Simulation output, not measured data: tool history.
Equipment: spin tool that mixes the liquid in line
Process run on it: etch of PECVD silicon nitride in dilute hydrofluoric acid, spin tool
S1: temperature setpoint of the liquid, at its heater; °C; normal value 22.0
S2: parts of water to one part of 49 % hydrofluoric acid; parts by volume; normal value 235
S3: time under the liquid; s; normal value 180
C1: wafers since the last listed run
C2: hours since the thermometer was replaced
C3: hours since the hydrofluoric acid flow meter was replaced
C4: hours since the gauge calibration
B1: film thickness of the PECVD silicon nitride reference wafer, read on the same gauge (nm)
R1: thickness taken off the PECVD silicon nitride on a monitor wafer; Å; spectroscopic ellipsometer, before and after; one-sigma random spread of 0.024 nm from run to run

| run | hour | S1 | S2 | S3 | C1 | C2 | C3 | C4 | B1 | R1 |
|---|---|---|---|---|---|---|---|---|---|---|
| 1 | 0.0 | 22.0 | 305 | 180 | 0 | 1766.3 | 641.4 | 62.1 | 119.944 | 12.65 |
| 2 | 35.5 | 22.0 | 305 | 180 | 267 | 1801.8 | 676.9 | 97.6 | 120.038 | 12.71 |
| 3 | 55.8 | 22.0 | 305 | 180 | 153 | 1822.1 | 697.2 | 117.9 | 120.015 | 12.26 |
| 4 | 88.7 | 22.0 | 235 | 180 | 248 | 1855.0 | 730.1 | 150.8 | 119.965 | 15.91 |
| 5 | 106.2 | 22.0 | 175 | 180 | 131 | 1872.5 | 747.6 | 168.3 | 120.000 | 21.35 |
| 6 | 203.1 | 22.0 | 175 | 180 | 730 | 1969.4 | 844.5 | 265.2 | 119.949 | 21.54 |
| 7 | 223.3 | 22.0 | 235 | 180 | 152 | 1989.6 | 864.7 | 285.4 | 120.043 | 15.82 |
| 8 | 237.7 | 22.0 | 235 | 180 | 108 | 2004.0 | 879.1 | 299.8 | 120.043 | 15.65 |
| 9 | 264.7 | 22.0 | 235 | 180 | 203 | 2031.0 | 906.1 | 326.8 | 120.021 | 15.67 |
| 10 | 281.2 | 22.0 | 235 | 180 | 124 | 2047.5 | 922.6 | 343.3 | 120.001 | 15.56 |
| 11 | 306.4 | 22.0 | 235 | 180 | 190 | 2072.7 | 947.8 | 368.5 | 120.004 | 15.22 |
| 12 | 325.7 | 22.0 | 235 | 180 | 145 | 2092.0 | 967.1 | 387.8 | 120.047 | 15.21 |
|  | 372.1 | hydrofluoric acid flow meter replaced |
| 13 | 373.3 | 22.0 | 235 | 180 | 351 | 2139.6 | 1.2 | 435.4 | 119.977 | 17.90 |
| 14 | 385.5 | 26.5 | 235 | 235 | 92 | 2151.8 | 13.4 | 447.6 | 119.991 | 30.09 |
| 15 | 410.0 | 24.0 | 345 | 115 | 184 | 2176.3 | 37.9 | 472.1 | 120.069 | 8.63 |
| 16 | 425.1 | 19.0 | 235 | 180 | 113 | 2191.4 | 53.0 | 487.2 | 120.016 | 14.82 |
|  | 433.5 | gauge calibrated |
| 17 | 449.8 | 24.0 | 235 | 180 | 186 | 2216.1 | 77.7 | 16.3 | 119.978 | 20.73 |
| 18 | 465.5 | 22.0 | 200 | 255 | 118 | 2231.8 | 93.4 | 32.0 | 120.019 | 29.44 |
| 19 | 493.3 | 22.0 | 235 | 180 | 209 | 2259.6 | 121.2 | 59.8 | 120.021 | 17.69 |
|  | 504.1 | thermometer replaced |
| 20 | 509.7 | 19.5 | 125 | 85 | 116 | 5.6 | 137.6 | 76.2 | 120.023 | 13.03 |
| 21 | 539.0 | 22.0 | 235 | 180 | 220 | 34.9 | 166.9 | 105.5 | 119.993 | 17.81 |
| 22 | 551.9 | 22.0 | 235 | 180 | 97 | 47.8 | 179.8 | 118.4 | 119.977 | 17.59 |
| 23 | 566.5 | 18.0 | 345 | 255 | 110 | 62.4 | 194.4 | 133.0 | 120.022 | 13.21 |
| 24 | 594.3 | 22.0 | 235 | 180 | 209 | 90.2 | 222.2 | 160.8 | 119.995 | 17.16 |
| 25 | 608.8 | 22.0 | 340 | 140 | 109 | 104.7 | 236.7 | 175.3 | 120.015 | 9.48 |
| 26 | 639.4 | 22.0 | 235 | 180 | 230 | 135.3 | 267.3 | 205.9 | 119.997 | 17.70 |

What if the next run were any one of these 5? Each begins from the tool's condition after run 26:
| A | 639.9 | 22.0 | 235 | 180 | 3 | 135.8 | 267.8 | 206.4 | ? | ? |
| B | 639.9 | 19.0 | 275 | 80 | 3 | 135.8 | 267.8 | 206.4 | ? | ? |
| C | 639.9 | 19.5 | 270 | 180 | 3 | 135.8 | 267.8 | 206.4 | ? | ? |
| D | 639.9 | 22.0 | 235 | 150 | 3 | 135.8 | 267.8 | 206.4 | ? | ? |
| E | 639.9 | 22.0 | 345 | 280 | 3 | 135.8 | 267.8 | 206.4 | ? | ? |

| run | B1 | R1 |
|---|---|---|
| A | 119.975 | 17.35 |
| B | 119.975 | 5.46 |
| C | 119.975 | 12.92 |
| D | 119.975 | 14.46 |
| E | 119.975 | 18.53 |
Without the tool's unlogged condition, the same runs would have read:
| run | R1 |
|---|---|
| A | 18.00 |
| B | 5.67 |
| C | 13.40 |
| D | 15.00 |
| E | 19.23 |
